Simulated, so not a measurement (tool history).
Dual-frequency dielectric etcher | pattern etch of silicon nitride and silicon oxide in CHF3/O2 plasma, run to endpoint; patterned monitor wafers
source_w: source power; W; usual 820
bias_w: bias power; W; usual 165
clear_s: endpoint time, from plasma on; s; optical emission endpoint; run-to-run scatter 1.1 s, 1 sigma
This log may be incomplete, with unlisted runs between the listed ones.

run	hour	source_w	bias_w	wafers since the last listed run	hours since the last wet clean	hours since the last source power generator calibration	hours since the last bias power generator calibration	hours since the last upper electrode change	incoming incoming film thickness, nm	clear_s
1	0	820	165	0	431.3	2179.3	2544.8	5163.4	221.8	127.1
2	8.3	820	165	35	439.6	2187.6	2553.1	5171.7	222.5	131
3	21.3	820	165	55	452.6	2200.6	2566.1	5184.7	221.5	127.7
4	27.8	680	191	27	459.1	2207.1	2572.6	5191.2	223.3	135.1
5	43.9	680	191	68	475.2	2223.2	2588.7	5207.3	221.3	132
6	57.6	820	165	58	488.9	2236.9	2602.4	5221	225.6	132.4
7	66.5	860	165	37	497.8	2245.8	2611.3	5229.9	220.5	124.7
# hour 81.6: bias power generator calibrated
8	82.1	820	165	49	513.4	2261.4	0.5	5245.5	220.9	128.5
9	92.3	820	165	43	523.6	2271.6	10.7	5255.7	222.2	129.7
10	106.4	820	165	60	537.7	2285.7	24.8	5269.8	220.8	126
# hour 141.8: wet clean of the chamber
11	142.3	820	165	50	0.5	2321.6	60.7	5305.7	221.9	136.9
12	142.7	820	165	1	0.9	2322	61.1	5306.1	219.7	132.8
13	144.1	750	165	5	2.3	2323.4	62.5	5307.5	220.4	139.1
14	157.9	750	165	58	16.1	2337.2	76.3	5321.3	222	141.7
15	166.5	940	188	36	24.7	2345.8	84.9	5329.9	220.5	122.6
16	177.6	890	195	47	35.8	2356.9	96	5341	219.7	122.1
# hour 202.9: upper electrode replaced, of another model than before
17	203.4	820	176	7	61.6	2382.7	121.8	0.5	220.8	130.1
18	210.9	820	165	32	69.1	2390.2	129.3	8	221.7	134.9
19	220.8	660	181	42	79	2400.1	139.2	17.9	222	133.8
# hour 233.4: source power generator calibrated
20	233.9	820	196	38	92.1	0.5	152.3	31	220.2	123.2
21	243.7	1010	146	41	101.9	10.3	162.1	40.8	219.6	134.9
22	250	960	180	26	108.2	16.6	168.4	47.1	220.8	120.8
23	260.9	650	145	46	119.1	27.5	179.3	58	219.6	148.4
24	269.7	820	145	37	127.9	36.3	188.1	66.8	221.6	142.6
25	284.1	820	165	61	142.3	50.7	202.5	81.2	223.4	136.1
26	295.3	740	165	47	153.5	61.9	213.7	92.4	222.6	138.2
27	307.5	690	150	52	165.7	74.1	225.9	104.6	220.9	145.4
28	324.8	920	129	73	183	91.4	243.2	121.9	220.7	144.9
29	332.6	630	191	33	190.8	99.2	251	129.7	220.7	128.5
30	350.1	820	165	74	208.3	116.7	268.5	147.2	221.8	134.9
31	364.7	820	165	62	222.9	131.3	283.1	161.8	221.5	130.3
32	378.4	820	143	58	236.6	145	296.8	175.5	220.4	142
33	391.9	740	136	57	250.1	158.5	310.3	189	219.8	148.1
34	406.2	640	199	61	264.4	172.8	324.6	203.3	222.8	127.3
35	419.1	660	202	55	277.3	185.7	337.5	216.2	221	123.6
36	425.7	900	165	28	283.9	192.3	344.1	222.8	221.5	128.8

Predict each of these 3 candidate next runs independently; none follows another, all start after run 36:
A	426.2	820	165	2	284.4	192.8	344.6	223.3	218.8	?
B	426.2	990	153	2	284.4	192.8	344.6	223.3	218.8	?
C	426.2	820	178	2	284.4	192.8	344.6	223.3	218.8	?

run	clear_s
A	129.4
B	128.6
C	124.7
The same runs, with their run-to-run variation unchanged, on a tool lacking any hidden condition would have given:
run	clear_s
A	132.7
B	131.9
C	127.9
